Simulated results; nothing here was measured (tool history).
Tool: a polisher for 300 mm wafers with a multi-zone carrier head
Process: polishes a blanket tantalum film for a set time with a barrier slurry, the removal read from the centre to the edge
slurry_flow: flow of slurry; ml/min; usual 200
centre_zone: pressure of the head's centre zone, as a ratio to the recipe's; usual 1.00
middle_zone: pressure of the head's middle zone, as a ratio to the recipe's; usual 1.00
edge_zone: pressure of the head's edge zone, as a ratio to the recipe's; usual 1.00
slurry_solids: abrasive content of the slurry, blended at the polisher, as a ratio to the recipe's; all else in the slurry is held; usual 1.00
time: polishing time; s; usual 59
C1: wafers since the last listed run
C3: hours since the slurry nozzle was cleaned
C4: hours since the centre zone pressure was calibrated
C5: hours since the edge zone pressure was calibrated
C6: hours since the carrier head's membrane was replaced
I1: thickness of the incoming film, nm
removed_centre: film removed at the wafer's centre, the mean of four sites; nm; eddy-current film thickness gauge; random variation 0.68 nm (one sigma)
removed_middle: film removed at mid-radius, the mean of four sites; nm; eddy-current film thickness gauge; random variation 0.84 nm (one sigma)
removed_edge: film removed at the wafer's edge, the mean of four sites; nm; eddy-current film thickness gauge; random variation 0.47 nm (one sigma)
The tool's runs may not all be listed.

Run 1, day 0.000: usual settings but slurry_solids 0.95; C1 0; wafers polished on this pad 19; C3 650.6; C4 1375.3; C5 1.3; C6 1573.1; I1 362.1. Result: removed_centre 63.0 nm, removed_middle 63.0 nm, removed_edge 62.4 nm.
Run 2, day 0.262: usual settings; C1 54; wafers polished on this pad 74; C3 656.9; C4 1381.6; C5 7.6; C6 1579.4; I1 364.3. Result: removed_centre 64.0 nm, removed_middle 64.2 nm, removed_edge 63.4 nm.
Run 3, day 0.825: usual settings but slurry_flow 180 ml/min; C1 117; wafers polished on this pad 192; C3 670.4; C4 1395.1; C5 21.1; C6 1592.9; I1 356.5. Result: removed_centre 62.2 nm, removed_middle 64.3 nm, removed_edge 62.3 nm.
At day 1.167: centre zone pressure recalibrated.
Run 4, day 1.338: usual settings but slurry_flow 180 ml/min; C1 89; wafers polished on this pad 282; C3 682.7; C4 4.1; C5 33.4; C6 1605.2; I1 359.5. Result: removed_centre 61.3 nm, removed_middle 62.8 nm, removed_edge 61.8 nm.
At day 1.767: slurry nozzle cleaned.
Run 5, day 1.862: usual settings but time 67 s; C1 101; wafers polished on this pad 383; C3 2.3; C4 16.7; C5 46.0; C6 1617.8; I1 360.0. Result: removed_centre 69.7 nm, removed_middle 70.3 nm, removed_edge 69.4 nm.
Run 6, day 2.162: usual settings but slurry_solids 1.20; C1 62; wafers polished on this pad 445; C3 9.5; C4 23.9; C5 53.2; C6 1625.0; I1 356.8. Result: removed_centre 64.4 nm, removed_middle 64.6 nm, removed_edge 64.2 nm.
Run 7, day 2.454: usual settings but middle_zone 0.89; C1 60; wafers polished on this pad 506; C3 16.5; C4 30.9; C5 60.2; C6 1632.0; I1 362.4. Result: removed_centre 61.3 nm, removed_middle 56.5 nm, removed_edge 59.8 nm.
Run 8, day 2.975: usual settings; C1 108; wafers polished on this pad 615; C3 29.0; C4 43.4; C5 72.7; C6 1644.5; I1 357.4. Result: removed_centre 60.6 nm, removed_middle 61.3 nm, removed_edge 60.9 nm.
Run 9, day 3.396: usual settings but slurry_flow 260 ml/min, middle_zone 1.03, edge_zone 1.12, slurry_solids 0.90; C1 88; wafers polished on this pad 703; C3 39.1; C4 53.5; C5 82.8; C6 1654.6; I1 365.4. Result: removed_centre 59.8 nm, removed_middle 62.6 nm, removed_edge 62.1 nm.
At day 3.725: worn pad replaced by a new one.
Run 10, day 3.979: usual settings but slurry_flow 235 ml/min, centre_zone 0.92, middle_zone 0.93, edge_zone 0.94; C1 87; wafers polished on this pad 53; C3 53.1; C4 67.5; C5 96.8; C6 1668.6; I1 361.6. Result: removed_centre 58.9 nm, removed_middle 61.5 nm, removed_edge 61.7 nm.
Run 11, day 4.558: usual settings; C1 121; wafers polished on this pad 174; C3 67.0; C4 81.4; C5 110.7; C6 1682.5; I1 360.7. Result: removed_centre 62.7 nm, removed_middle 63.3 nm, removed_edge 62.5 nm.
Run 12, day 5.054: usual settings but centre_zone 0.89, slurry_solids 0.85; C1 103; wafers polished on this pad 278; C3 78.9; C4 93.3; C5 122.6; C6 1694.4; I1 365.3. Result: removed_centre 53.1 nm, removed_middle 59.4 nm, removed_edge 59.3 nm.
At day 5.367: carrier head's membrane replaced by a new one.
Run 13, day 5.708: usual settings; C1 93; wafers polished on this pad 371; C3 94.6; C4 109.0; C5 138.3; C6 8.2; I1 363.8. Result: removed_centre 61.4 nm, removed_middle 60.0 nm, removed_edge 60.3 nm.
Run 14, day 5.967: usual settings but edge_zone 0.95, slurry_solids 1.25; C1 54; wafers polished on this pad 425; C3 100.8; C4 115.2; C5 144.5; C6 14.4; I1 366.3. Result: removed_centre 64.9 nm, removed_middle 65.4 nm, removed_edge 63.1 nm.
Run 15, day 6.454: usual settings but edge_zone 0.88; C1 101; wafers polished on this pad 527; C3 112.5; C4 126.9; C5 156.2; C6 26.1; I1 357.9. Result: removed_centre 59.7 nm, removed_middle 60.0 nm, removed_edge 56.8 nm.
Run 16, day 6.783: usual settings but middle_zone 1.10, edge_zone 1.08, slurry_solids 1.25; C1 68; wafers polished on this pad 596; C3 120.4; C4 134.8; C5 164.1; C6 34.0; I1 360.1. Result: removed_centre 63.6 nm, removed_middle 70.0 nm, removed_edge 66.2 nm.
Run 17, day 7.225: usual settings but edge_zone 0.90, slurry_solids 0.90; C1 92; wafers polished on this pad 688; C3 131.0; C4 145.4; C5 174.7; C6 44.6; I1 360.4. Result: removed_centre 58.8 nm, removed_middle 59.0 nm, removed_edge 55.4 nm.
Run 18, day 7.562: usual settings but time 46 s; C1 70; wafers polished on this pad 759; C3 139.1; C4 153.5; C5 182.8; C6 52.7; I1 355.5. Result: removed_centre 46.2 nm, removed_middle 46.8 nm, removed_edge 46.2 nm.
Run 19, day 7.850: usual settings; C1 60; wafers polished on this pad 819; C3 146.0; C4 160.4; C5 189.7; C6 59.6; I1 366.8. Result: removed_centre 59.2 nm, removed_middle 59.1 nm, removed_edge 58.9 nm.
At day 8.162: worn pad replaced by a new one.
Run 20, day 8.304: usual settings but centre_zone 1.11, edge_zone 0.95, slurry_solids 0.90, time 77 s; C1 60; wafers polished on this pad 29; C3 156.9; C4 171.3; C5 200.6; C6 70.5; I1 364.7. Result: removed_centre 89.5 nm, removed_middle 81.8 nm, removed_edge 79.2 nm.
Run 21, day 8.846: usual settings; C1 113; wafers polished on this pad 143; C3 169.9; C4 184.3; C5 213.6; C6 83.5; I1 364.8. Result: removed_centre 63.5 nm, removed_middle 64.8 nm, removed_edge 63.2 nm.

Forecast each of these 5 alternatives for the next run:
Run A, day 8.862: usual settings but middle_zone 1.11; C1 3; wafers polished on this pad 146; C3 170.3; C4 184.7; C5 214.0; C6 83.9; I1 365.1. Result: removed_centre ?, removed_middle ?, removed_edge ?.
Run B, day 8.862: usual settings but centre_zone 1.05; C1 3; wafers polished on this pad 146; C3 170.3; C4 184.7; C5 214.0; C6 83.9; I1 365.1. Result: removed_centre ?, removed_middle ?, removed_edge ?.
Run C, day 8.862: usual settings but edge_zone 1.04; C1 3; wafers polished on this pad 146; C3 170.3; C4 184.7; C5 214.0; C6 83.9; I1 365.1. Result: removed_centre ?, removed_middle ?, removed_edge ?.
Run D, day 8.862: usual settings but middle_zone 1.10, slurry_solids 0.75; C1 3; wafers polished on this pad 146; C3 170.3; C4 184.7; C5 214.0; C6 83.9; I1 365.1. Result: removed_centre ?, removed_middle ?, removed_edge ?.
Run E, day 8.862: usual settings but middle_zone 0.92, edge_zone 0.94, slurry_solids 0.85, time 49 s; C1 3; wafers polished on this pad 146; C3 170.3; C4 184.7; C5 214.0; C6 83.9; I1 365.1. Result: removed_centre ?, removed_middle ?, removed_edge ?.

run  removed_centre  removed_middle  removed_edge
  A            63.7            69.6          63.0
  B            66.9            63.6          63.1
  C            63.7            63.7          64.3
  D            58.3            63.2          57.7
  E            50.4            47.0          48.6
Without the tool's hidden state the same runs would have given:
run  removed_centre  removed_middle  removed_edge
  A            64.6            70.5          63.9
  B            67.8            64.5          64.0
  C            64.5            64.5          65.2
  D            59.1            64.1          58.5
  E            51.1            47.6          49.2
